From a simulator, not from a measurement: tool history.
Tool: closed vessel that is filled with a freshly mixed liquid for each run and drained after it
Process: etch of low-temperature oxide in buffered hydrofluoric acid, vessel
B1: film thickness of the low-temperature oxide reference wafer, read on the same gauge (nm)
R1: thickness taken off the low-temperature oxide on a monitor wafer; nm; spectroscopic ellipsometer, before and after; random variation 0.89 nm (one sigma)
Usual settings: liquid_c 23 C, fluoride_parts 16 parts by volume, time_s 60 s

Run 1, day 0: usual settings but time_s 45 s; B1 80.04. Result: R1 104.96 nm.
Run 2, day 2.771: usual settings but time_s 45 s; B1 79.98. Result: R1 105.33 nm.
Run 3, day 5.792: usual settings but fluoride_parts 21 parts by volume; B1 79.99. Result: R1 108.7 nm.
Run 4, day 8.221: usual settings but fluoride_parts 20 parts by volume, time_s 75 s; B1 79.98. Result: R1 140.94 nm.
Run 5, day 10.946: usual settings but fluoride_parts 20 parts by volume, time_s 75 s; B1 79.99. Result: R1 140.81 nm.
Run 6, day 12.662: usual settings but liquid_c 20.5 C, fluoride_parts 12 parts by volume; B1 79.98. Result: R1 161.81 nm.
Run 7, day 13.725: usual settings but liquid_c 20.5 C, fluoride_parts 12 parts by volume; B1 80.06. Result: R1 161.98 nm.
Run 8, day 16.5: usual settings; B1 79.96. Result: R1 139.16 nm.
Run 9, day 18.475: usual settings; B1 80. Result: R1 138.46 nm.
Run 10, day 20.438: usual settings but time_s 70 s; B1 79.99. Result: R1 162.3 nm.
Run 11, day 22.358: usual settings; B1 79.98. Result: R1 138.59 nm.
Run 12, day 25.188: usual settings but liquid_c 26 C, fluoride_parts 11 parts by volume; B1 80.01. Result: R1 234.06 nm.
Run 13, day 27.617: usual settings but liquid_c 21.5 C, fluoride_parts 12 parts by volume, time_s 30 s; B1 79.97. Result: R1 84.33 nm.
Run 14, day 28.896: usual settings; B1 80.01. Result: R1 137.89 nm.
Run 15, day 31.317: usual settings; B1 80.05. Result: R1 139.32 nm.
At day 31.933: hydrofluoric acid flow meter replaced.
Run 16, day 33.579: usual settings but liquid_c 24.5 C, fluoride_parts 19.5 parts by volume, time_s 85 s; B1 80. Result: R1 173.17 nm.
Run 17, day 35.683: usual settings but liquid_c 20 C, fluoride_parts 18 parts by volume, time_s 45 s; B1 79.98. Result: R1 77.35 nm.
At day 36.421: gauge calibrated.
Run 18, day 36.983: usual settings but liquid_c 26.5 C, time_s 40 s; B1 79.96. Result: R1 111.19 nm.
Run 19, day 38.767: usual settings; B1 80.01. Result: R1 136.76 nm.
Run 20, day 39.938: usual settings; B1 80.01. Result: R1 136.71 nm.
Run 21, day 42.558: usual settings but liquid_c 21 C, fluoride_parts 20 parts by volume; B1 79.98. Result: R1 98.29 nm.
Run 22, day 44.383: usual settings but liquid_c 20.5 C, fluoride_parts 12 parts by volume; B1 79.99. Result: R1 158.04 nm.
At day 45.8: thermometer replaced.
Run 23, day 46.379: usual settings but liquid_c 18 C, fluoride_parts 20.5 parts by volume, time_s 85 s; B1 80. Result: R1 122.94 nm.
Run 24, day 48.45: usual settings but fluoride_parts 21 parts by volume, time_s 75 s; B1 80.03. Result: R1 141.95 nm.
Run 25, day 49.946: usual settings but liquid_c 18.5 C, fluoride_parts 12.5 parts by volume, time_s 80 s; B1 79.99. Result: R1 193.27 nm.
Run 26, day 52.946: usual settings; B1 80.01. Result: R1 145.43 nm.
Run 27, day 54.638: usual settings but liquid_c 19.5 C, fluoride_parts 12 parts by volume, time_s 35 s; B1 79.96. Result: R1 92.61 nm.
Run 28, day 59.521: usual settings but liquid_c 19.5 C; B1 80. Result: R1 119.34 nm.
Run 29, day 62.067: usual settings; B1 79.99. Result: R1 145.2 nm.
Run 30, day 64.342: usual settings but time_s 45 s; B1 80.04. Result: R1 109.14 nm.
Run 31, day 66.192: usual settings but liquid_c 25 C; B1 80. Result: R1 162.52 nm.
Run 32, day 68.346: usual settings but fluoride_parts 10.5 parts by volume; B1 80. Result: R1 217.22 nm.

Measured less the same run without the tool's hidden state. The same run-to-run variation is in both; the gauge's scatter may not be:
The hidden state here: liquid colder than its thermometer reads (K); hydrofluoric acid flow below the setpoint (%); gauge reads high (%).
run      R1
  1    -6.2
  2   -6.41
  3   -6.88
  4   -9.08
  5   -9.41
  6  -11.16
  7  -11.28
  8   -9.78
  9   -9.98
 10  -11.89
 11  -10.32
 12  -17.46
 13   -6.63
 14  -10.92
 15  -11.28
 16  -14.12
 17   -6.64
 18   -9.19
 19  -11.74
 20   -11.9
 21   -8.86
 22  -14.46
 23   -2.19
 24   -2.69
 25   -3.99
 26   -3.15
 27   -2.16
 28   -3.21
 29   -4.06
 30   -3.17
 31   -4.94
 32   -6.92
